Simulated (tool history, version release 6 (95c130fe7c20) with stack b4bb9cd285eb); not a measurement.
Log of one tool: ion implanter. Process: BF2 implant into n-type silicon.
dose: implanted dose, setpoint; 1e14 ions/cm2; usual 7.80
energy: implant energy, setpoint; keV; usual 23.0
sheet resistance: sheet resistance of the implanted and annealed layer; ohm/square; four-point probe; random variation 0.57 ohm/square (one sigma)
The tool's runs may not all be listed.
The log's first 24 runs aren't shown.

run,hour,dose,energy,"read-back reference wafer on the same gauge, sheet resistance",sheet resistance
25,2019.1,7.80,18.5,149.75,169.36
26,2056.0,7.80,23.0,150.03,159.62
27,2153.8,7.80,16.5,150.06,174.12
28,2240.9,5.59,30.0,150.09,195.72
29,2298.7,7.80,23.0,149.92,159.64
30,2342.5,5.74,30.5,150.03,189.35
31,2423.6,5.57,17.0,150.07,215.68
32,2496.7,7.80,23.0,149.82,160.10
33,2547.6,7.80,23.0,149.97,159.43
34,2599.6,7.80,19.5,149.85,165.54
35,2703.6,7.80,23.0,150.00,158.84
36,2769.3,7.80,28.0,149.94,152.83
37,2850.8,9.19,16.5,149.84,159.08
38,2958.2,6.82,19.0,149.95,183.49

3 ways to go on from here, each from the tool as it stands after run 38. What would each give?
A,2958.6,7.80,23.0,?,?
B,2958.6,7.01,17.5,?,?
C,2958.6,7.20,23.0,?,?

run,"read-back reference wafer on the same gauge, sheet resistance",sheet resistance
A,149.80,159.21
B,149.80,182.01
C,149.80,167.85
Without the tool's hidden state the same runs would have given:
run,sheet resistance
A,161.40
B,184.48
C,170.29
